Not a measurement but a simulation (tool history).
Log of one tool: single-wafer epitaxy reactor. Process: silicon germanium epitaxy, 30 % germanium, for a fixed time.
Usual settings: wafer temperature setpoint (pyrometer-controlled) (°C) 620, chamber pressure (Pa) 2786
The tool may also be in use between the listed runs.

run,hour,wafer temperature setpoint (pyrometer-controlled) (°C),chamber pressure (Pa),"read-back reference wafer on the same gauge, thickness_nm",mean film thickness on the monitor wafer (angstrom)
1,0.0,608,2786,96.270,608.87
2,28.3,608,2786,96.487,612.01
3,99.1,608,2786,96.405,606.16
4,126.8,620,2786,96.242,784.75
5,177.9,620,2786,96.392,769.75
6,219.1,620,2786,96.356,769.45
# hour 237.2: pyrometer calibrated
7,281.5,620,2786,96.633,870.13
8,352.8,620,2786,96.409,860.39
9,399.6,612,2160,96.244,654.73
10,437.5,620,3320,96.265,929.54
# hour 460.2: capacitance manometer re-zeroed and calibrated
11,477.7,614,2786,96.447,757.83
# hour 505.4: showerhead replaced
12,510.4,620,2786,96.598,857.95
# hour 549.4: gauge calibrated
13,558.3,628,3440,96.554,1105.54
14,614.0,620,2786,96.385,853.95
15,672.2,634,3120,96.358,1180.02
16,698.4,620,2786,96.068,860.29

5 ways to go on from here, each from the tool as it stands after run 16. What would each give?
A,698.8,616,2786,?,?
B,698.8,606,2786,?,?
C,698.8,628,3026,?,?
D,698.8,635,2200,?,?
E,698.8,630,2573,?,?

run,"read-back reference wafer on the same gauge, thickness_nm",mean film thickness on the monitor wafer (angstrom)
A,96.503,794.47
B,96.503,648.10
C,96.503,1043.94
D,96.503,1040.66
E,96.503,1012.02
Without the tool's hidden state the same runs would have given:
run,mean film thickness on the monitor wafer (angstrom)
A,805.20
B,657.09
C,1057.61
D,1054.05
E,1025.21
